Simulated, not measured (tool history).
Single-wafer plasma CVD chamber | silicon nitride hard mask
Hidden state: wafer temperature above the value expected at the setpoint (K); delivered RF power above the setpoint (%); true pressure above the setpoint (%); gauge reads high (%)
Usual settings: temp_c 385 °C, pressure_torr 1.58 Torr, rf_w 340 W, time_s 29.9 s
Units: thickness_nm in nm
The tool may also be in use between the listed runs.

run    hour  temp_c  pressure_torr  rf_w  time_s  wafers since the last listed run  hours since the last thermocouple change  hours since the last RF generator calibration  hours since the last manometer calibration  hours since the showerhead was replaced  hours since the gauge calibration  read-back reference wafer on the same gauge, thickness_nm  thickness_nm
  1     0.0     385           1.58   340    29.9                                 0                                    2041.9                                          928.9                                       931.9                                   3117.3                             1759.5                                                     50.985        42.234
       14.7  -- gauge calibrated
       43.4  -- showerhead replaced
  2    44.1     385           1.58   320    29.9                               805                                    2086.0                                          973.0                                       976.0                                      0.7                               29.4                                                     50.957        40.599
  3    92.1     385           1.58   320    29.9                              1071                                    2134.0                                         1021.0                                      1024.0                                     48.7                               77.4                                                     50.997        40.526
  4   145.8     385           1.58   340    29.9                              1198                                    2187.7                                         1074.7                                      1077.7                                    102.4                              131.1                                                     51.011        42.276
  5   174.3     385           1.58   340    29.9                               636                                    2216.2                                         1103.2                                      1106.2                                    130.9                              159.6                                                     51.019        42.222
  6   208.6     385           1.58   340    25.9                               765                                    2250.5                                         1137.5                                      1140.5                                    165.2                              193.9                                                     51.015        36.705
      249.8  -- capacitance manometer re-zeroed and calibrated
  7   250.3     385           1.58   340    25.9                               752                                    2292.2                                         1179.2                                         0.5                                    206.9                              235.6                                                     51.005        36.530
  8   282.9     385           1.58   340    25.9                               727                                    2324.8                                         1211.8                                        33.1                                    239.5                              268.2                                                     51.051        36.556
  9   317.7     385           1.58   340    29.9                               776                                    2359.6                                         1246.6                                        67.9                                    274.3                              303.0                                                     51.045        42.418
 10   384.6     396           1.58   340    32.3                              1493                                    2426.5                                         1313.5                                       134.8                                    341.2                              369.9                                                     50.973        45.488
 11   427.6     392           1.85   340    29.9                               959                                    2469.5                                         1356.5                                       177.8                                    384.2                              412.9                                                     51.027        44.521
 12   496.0     385           1.58   340    29.9                              1526                                    2537.9                                         1424.9                                       246.2                                    452.6                              481.3                                                     50.992        42.209
      535.4  -- RF generator calibrated
      545.3  -- thermocouple changed; heater temperature recalibrated
 13   545.8     385           1.58   340    29.9                               754                                       0.5                                           10.4                                       296.0                                    502.4                              531.1                                                     50.994        42.798
 14   573.7     385           1.58   340    29.9                               622                                      28.4                                           38.3                                       323.9                                    530.3                              559.0                                                     50.989        42.877
 15   762.4     380           1.71   280    26.0                              4211                                     217.1                                          227.0                                       512.6                                    719.0                              747.7                                                     50.933        33.439
 16   801.9     385           1.58   275    29.9                               881                                     256.6                                          266.5                                       552.1                                    758.5                              787.2                                                     51.002        36.794
 17   835.5     385           1.44   340    29.9                               749                                     290.2                                          300.1                                       585.7                                    792.1                              820.8                                                     51.050        41.246
 18   885.8     385           1.48   340    29.9                              1122                                     340.5                                          350.4                                       636.0                                    842.4                              871.1                                                     51.054        41.320
 19   927.3     394           1.58   315    35.2                               926                                     382.0                                          391.9                                       677.5                                    883.9                              912.6                                                     50.962        47.393
 20   989.9     385           1.58   390    29.9                              1397                                     444.6                                          454.5                                       740.1                                    946.5                              975.2                                                     50.986        46.333
 21  1035.4     385           1.32   370    33.2                              1015                                     490.1                                          500.0                                       785.6                                    992.0                             1020.7                                                     50.992        46.174
 22  1081.1     399           1.58   340    29.9                              1019                                     535.8                                          545.7                                       831.3                                   1037.7                             1066.4                                                     50.981        42.109
 23  1111.3     385           1.58   340    29.9                               673                                     566.0                                          575.9                                       861.5                                   1067.9                             1096.6                                                     50.990        42.398
 24  1170.2     376           1.27   370    35.8                              1314                                     624.9                                          634.8                                       920.4                                   1126.8                             1155.5                                                     51.030        49.170
     1269.8  -- capacitance manometer re-zeroed and calibrated
 25  1289.4     374           1.74   300    28.3                              2481                                     744.1                                          754.0                                        19.6                                   1246.0                             1274.7                                                     51.015        38.003
 26  1340.5     385           1.58   340    29.9                              1140                                     795.2                                          805.1                                        70.7                                   1297.1                             1325.8                                                     51.046        42.257
 27  1388.7     385           1.58   340    29.9                              1075                                     843.4                                          853.3                                       118.9                                   1345.3                             1374.0                                                     50.984        42.207

Forecast each of these 5 alternatives for the next run:
  A  1389.1     385           1.58   340    29.9                                 8                                     843.8                                          853.7                                       119.3                                   1345.7                             1374.4                                                          ?             ?
  B  1389.1     391           1.88   365    27.2                                 8                                     843.8                                          853.7                                       119.3                                   1345.7                             1374.4                                                          ?             ?
  C  1389.1     371           1.58   295    24.9                                 8                                     843.8                                          853.7                                       119.3                                   1345.7                             1374.4                                                          ?             ?
  D  1389.1     373           1.58   320    24.0                                 8                                     843.8                                          853.7                                       119.3                                   1345.7                             1374.4                                                          ?             ?
  E  1389.1     371           1.58   315    29.9                                 8                                     843.8                                          853.7                                       119.3                                   1345.7                             1374.4                                                          ?             ?

run  read-back reference wafer on the same gauge, thickness_nm  thickness_nm
  A                                                     51.002        42.257
  B                                                     51.002        42.673
  C                                                     51.002        32.133
  D                                                     51.002        32.726
  E                                                     51.002        40.349
Without the tool's hidden state the same runs would have given:
run  thickness_nm
  A        42.910
  B        43.332
  C        32.669
  D        33.256
  E        41.002
